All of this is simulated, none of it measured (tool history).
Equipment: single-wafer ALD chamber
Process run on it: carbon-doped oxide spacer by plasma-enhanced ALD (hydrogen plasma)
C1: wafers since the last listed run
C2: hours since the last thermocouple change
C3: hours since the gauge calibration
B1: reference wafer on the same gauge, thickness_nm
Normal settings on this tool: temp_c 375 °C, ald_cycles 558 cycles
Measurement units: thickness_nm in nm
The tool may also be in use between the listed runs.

run 1 hour=0 | temp_c=375 ald_cycles=558 | C1=0 C2=1027.7 C3=292 | B1=25.248 | thickness_nm=28.288
run 2 hour=16.7 | temp_c=375 ald_cycles=558 | C1=7 C2=1044.4 C3=308.7 | B1=25.224 | thickness_nm=28.351
run 3 hour=39 | temp_c=384 ald_cycles=558 | C1=10 C2=1066.7 C3=331 | B1=25.203 | thickness_nm=28.112
run 4 hour=68.7 | temp_c=384 ald_cycles=558 | C1=13 C2=1096.4 C3=360.7 | B1=25.16 | thickness_nm=28.184
run 5 hour=88.4 | temp_c=384 ald_cycles=558 | C1=8 C2=1116.1 C3=380.4 | B1=25.183 | thickness_nm=28.135
run 6 hour=123 | temp_c=381 ald_cycles=478 | C1=15 C2=1150.7 C3=415 | B1=25.131 | thickness_nm=24.015
-- hour=131.6 gauge calibrated
run 7 hour=137.6 | temp_c=375 ald_cycles=558 | C1=6 C2=1165.3 C3=6 | B1=25.75 | thickness_nm=28.778
run 8 hour=155.8 | temp_c=375 ald_cycles=635 | C1=8 C2=1183.5 C3=24.2 | B1=25.693 | thickness_nm=32.786
-- hour=177.2 thermocouple changed; heater temperature recalibrated
run 9 hour=180.8 | temp_c=382 ald_cycles=615 | C1=7 C2=3.6 C3=49.2 | B1=25.694 | thickness_nm=31.641
run 10 hour=216.4 | temp_c=366 ald_cycles=448 | C1=16 C2=39.2 C3=84.8 | B1=25.646 | thickness_nm=23.128
run 11 hour=235.4 | temp_c=386 ald_cycles=658 | C1=8 C2=58.2 C3=103.8 | B1=25.662 | thickness_nm=33.615
run 12 hour=258 | temp_c=380 ald_cycles=465 | C1=10 C2=80.8 C3=126.4 | B1=25.6 | thickness_nm=23.914
run 13 hour=281.2 | temp_c=375 ald_cycles=558 | C1=10 C2=104 C3=149.6 | B1=25.587 | thickness_nm=28.657
run 14 hour=312.8 | temp_c=382 ald_cycles=592 | C1=14 C2=135.6 C3=181.2 | B1=25.568 | thickness_nm=30.445
run 15 hour=337.5 | temp_c=375 ald_cycles=558 | C1=11 C2=160.3 C3=205.9 | B1=25.51 | thickness_nm=28.517
run 16 hour=368.6 | temp_c=375 ald_cycles=635 | C1=14 C2=191.4 C3=237 | B1=25.472 | thickness_nm=32.531
run 17 hour=387.3 | temp_c=383 ald_cycles=459 | C1=8 C2=210.1 C3=255.7 | B1=25.513 | thickness_nm=23.465

Forecast each of these 3 alternatives for the next run:
run A hour=388.6 | temp_c=375 ald_cycles=558 | C1=0 C2=211.4 C3=257 | B1=? | thickness_nm=?
run B hour=388.6 | temp_c=369 ald_cycles=631 | C1=0 C2=211.4 C3=257 | B1=? | thickness_nm=?
run C hour=388.6 | temp_c=382 ald_cycles=621 | C1=0 C2=211.4 C3=257 | B1=? | thickness_nm=?

run=A B1=25.462 thickness_nm=28.488
run=B B1=25.462 thickness_nm=32.214
run=C B1=25.462 thickness_nm=31.704
Take away the tool's hidden state, keep each run's random variation, and the runs would have read:
run=A thickness_nm=28.624
run=B thickness_nm=32.369
run=C thickness_nm=31.856
